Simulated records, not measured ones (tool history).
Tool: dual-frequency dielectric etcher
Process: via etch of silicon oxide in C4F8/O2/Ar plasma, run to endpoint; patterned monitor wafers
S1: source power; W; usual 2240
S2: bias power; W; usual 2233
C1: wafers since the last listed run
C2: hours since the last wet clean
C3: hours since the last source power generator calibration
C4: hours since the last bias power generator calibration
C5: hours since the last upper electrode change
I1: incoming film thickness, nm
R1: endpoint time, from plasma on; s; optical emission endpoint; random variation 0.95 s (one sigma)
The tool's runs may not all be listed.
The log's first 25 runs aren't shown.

run	hour	S1	S2	C1	C2	C3	C4	C5	I1	R1
26	639.6	2760	2233	157	325.4	202.0	268.2	137.9	1234.2	206.6
27	668.5	1870	2233	157	354.3	230.9	297.1	166.8	1236.2	235.4
28	685.1	2240	2233	90	370.9	247.5	313.7	183.4	1233.3	219.7
29	699.8	2040	2536	80	385.6	262.2	328.4	198.1	1240.9	219.2
30	716.7	2720	2001	92	402.5	279.1	345.3	215.0	1244.4	214.4
31	741.4	2240	2069	134	427.2	303.8	370.0	239.7	1251.5	228.6
32	759.5	2240	2233	98	445.3	321.9	388.1	257.8	1238.0	220.8
33	778.4	2240	2233	103	464.2	340.8	407.0	276.7	1238.4	221.2
34	815.4	1710	1975	201	501.2	377.8	444.0	313.7	1234.4	248.5
35	851.3	2480	2364	195	537.1	413.7	479.9	349.6	1240.6	209.8

4 ways to go on from here, each from the tool as it stands after run 35. What would each give?
A	851.8	2240	2233	2	537.6	414.2	480.4	350.1	1248.2	?
B	851.8	1860	2233	2	537.6	414.2	480.4	350.1	1248.2	?
C	851.8	1920	2233	2	537.6	414.2	480.4	350.1	1248.2	?
D	851.8	1750	2233	2	537.6	414.2	480.4	350.1	1248.2	?

run	R1
A	222.5
B	236.4
C	234.0
D	241.1
Without the tool's hidden state the same runs would have given:
run	R1
A	222.5
B	236.4
C	234.0
D	241.1

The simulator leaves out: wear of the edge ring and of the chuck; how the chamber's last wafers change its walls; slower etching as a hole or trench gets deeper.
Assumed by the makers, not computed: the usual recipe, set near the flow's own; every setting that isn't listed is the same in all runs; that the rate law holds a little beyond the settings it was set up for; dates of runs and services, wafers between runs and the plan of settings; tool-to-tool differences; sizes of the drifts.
